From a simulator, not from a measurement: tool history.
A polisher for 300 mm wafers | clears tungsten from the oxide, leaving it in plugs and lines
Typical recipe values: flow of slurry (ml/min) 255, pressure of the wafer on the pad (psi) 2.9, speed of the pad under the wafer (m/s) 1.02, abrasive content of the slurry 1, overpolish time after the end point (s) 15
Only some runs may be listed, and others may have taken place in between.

run   hour  flow of slurry (ml/min)  pressure of the wafer on the pad (psi)  speed of the pad under the wafer (m/s)  abrasive content of the slurry  overpolish time after the end point (s)  wafers since the last listed run  wafers polished on this pad  hours since the slurry nozzle was cleaned  hours since the head pressure was calibrated  hours since the slurry blender was calibrated  hours since the slurry got fresh peroxide  incoming thickness of the incoming film, nm  time until the end point was called (s)
  1      0                      255                                     2.9                                    1.02                               1                                       15                                 0                          955                                      674.1                                        1101.8                                          271.5                                       92.2                                        594.5                                    151.2
  2   18.5                      255                                     2.9                                    1.02                               1                                       15                               160                         1115                                      692.6                                        1120.3                                            290                                      110.7                                        597.2                                    153.5
      39.8  -- worn pad replaced by a new one
  3   40.3                      255                                     2.9                                    1.02                               1                                       15                               154                            4                                      714.4                                        1142.1                                          311.8                                      132.5                                        599.1                                    151.7
  4   67.9                      255                                     2.9                                    1.02                               1                                       15                               239                          243                                        742                                        1169.7                                          339.4                                      160.1                                        600.4                                    153.9
      82.8  -- slurry tank refilled with fresh slurry and peroxide
      86.6  -- slurry blender recalibrated
  5  100.3                      255                                     2.9                                    1.02                               1                                       15                               254                          498                                      774.4                                        1202.1                                           13.7                                       17.5                                        602.6                                    156.3
     103.7  -- slurry nozzle cleaned
     126.5  -- head pressure recalibrated
  6    127                      255                                     2.9                                    1.02                               1                                       15                               205                          703                                       23.3                                           0.5                                           40.4                                       44.2                                        602.9                                    145.7
  7  152.5                      255                                     2.9                                    1.02                               1                                       15                               220                          924                                       48.8                                            26                                           65.9                                       69.7                                        591.4                                    143.2
  8  166.1                      255                                     3.3                                    1.02                               1                                       10                               117                         1042                                       62.4                                          39.6                                           79.5                                       83.3                                        610.1                                    129.6
     181.3  -- worn pad replaced by a new one
  9  189.6                      255                                     2.9                                    1.02                            0.75                                       15                               168                           71                                       85.9                                          63.1                                            103                                      106.8                                        592.2                                    153.2
 10  213.7                      255                                     2.9                                    0.84                               1                                       15                               208                          280                                        110                                          87.2                                          127.1                                      130.9                                        604.6                                    172.6
 11  243.9                      255                                     2.9                                    1.02                               1                                       15                               261                          542                                      140.2                                         117.4                                          157.3                                      161.1                                        604.3                                    148.9
     248.4  -- slurry tank refilled with fresh slurry and peroxide
 12  260.2                      255                                     3.3                                    1.02                            0.75                                       18                               132                          674                                      156.5                                         133.7                                          173.6                                       11.8                                        609.2                                    138.2
 13  295.2                      255                                     2.9                                    1.02                               1                                       15                               303                          977                                      191.5                                         168.7                                          208.6                                       46.8                                        587.6                                    143.3
 14  309.8                      255                                     2.9                                    0.84                            0.75                                       21                               126                         1104                                      206.1                                         183.3                                          223.2                                       61.4                                        612.8                                    189.5
     325.7  -- worn pad replaced by a new one
 15  326.2                      255                                     2.9                                     0.8                               1                                       15                               107                            4                                      222.5                                         199.7                                          239.6                                       77.8                                        591.9                                    181.1
 16  344.7                      255                                     2.9                                    1.02                            1.25                                       20                               160                          164                                        241                                         218.2                                          258.1                                       96.3                                        594.9                                    140.3
 17  379.4                      255                                     2.9                                    1.32                            1.25                                       15                               300                          465                                      275.7                                         252.9                                          292.8                                        131                                        604.8                                    113.4
     402.2  -- slurry blender recalibrated
 18  411.2                      255                                     2.9                                    1.02                               1                                       15                               258                          723                                      307.5                                         284.7                                              9                                      162.8                                        605.7                                    148.3
     422.4  -- slurry tank refilled with fresh slurry and peroxide
 19  429.7                      255                                     2.9                                    1.02                               1                                       15                               151                          875                                        326                                         303.2                                           27.5                                        7.3                                        599.3                                    147.8
 20  446.5                      255                                     2.9                                    0.92                             0.7                                       19                               145                         1020                                      342.8                                           320                                           44.3                                       24.1                                        598.7                                    173.5
 21  466.4                      255                                     2.5                                     1.2                             0.9                                       11                               172                         1193                                      362.7                                         339.9                                           64.2                                         44                                        602.3                                    152.7
 22  479.7                      220                                     3.6                                    1.02                               1                                       22                               115                         1308                                        376                                         353.2                                           77.5                                       57.3                                        603.7                                    123.8
       513  -- worn pad replaced by a new one
 23  513.5                      230                                     2.4                                    1.18                               1                                       24                               258                            4                                      409.8                                           387                                          111.3                                       91.1                                        593.5                                    159.3
 24  528.2                      165                                     2.9                                    1.38                             0.9                                       15                               127                          131                                      424.5                                         401.7                                            126                                      105.8                                        601.6                                    120.4
 25  543.1                      255                                     2.9                                    1.02                               1                                       15                               129                          260                                      439.4                                         416.6                                          140.9                                      120.7                                        609.6                                    152.5
 26  570.1                      255                                     2.4                                    1.02                               1                                       15                               233                          494                                      466.4                                         443.6                                          167.9                                      147.7                                        599.7                                    179.9

4 options for the next run, each taken on its own from the tool as it stands now. Forecast them:
  A  570.6                      255                                     2.1                                    1.02                               1                                       15                                 4                          498                                      466.9                                         444.1                                          168.4                                      148.2                                        599.3                                        ?
  B  570.6                      255                                     2.9                                    1.02                               1                                       11                                 4                          498                                      466.9                                         444.1                                          168.4                                      148.2                                        599.3                                        ?
  C  570.6                      225                                     2.9                                    1.02                               1                                       15                                 4                          498                                      466.9                                         444.1                                          168.4                                      148.2                                        599.3                                        ?
  D  570.6                      305                                     2.3                                    1.02                               1                                       15                                 4                          498                                      466.9                                         444.1                                          168.4                                      148.2                                        599.3                                        ?

run  time until the end point was called (s)
  A                                    207.9
  B                                    150.5
  C                                    152.9
  D                                      186
Take away the tool's hidden state, keep each run's random variation, and the runs would have read:
run  time until the end point was called (s)
  A                                    200.6
  B                                    145.3
  C                                      147
  D                                    180.4
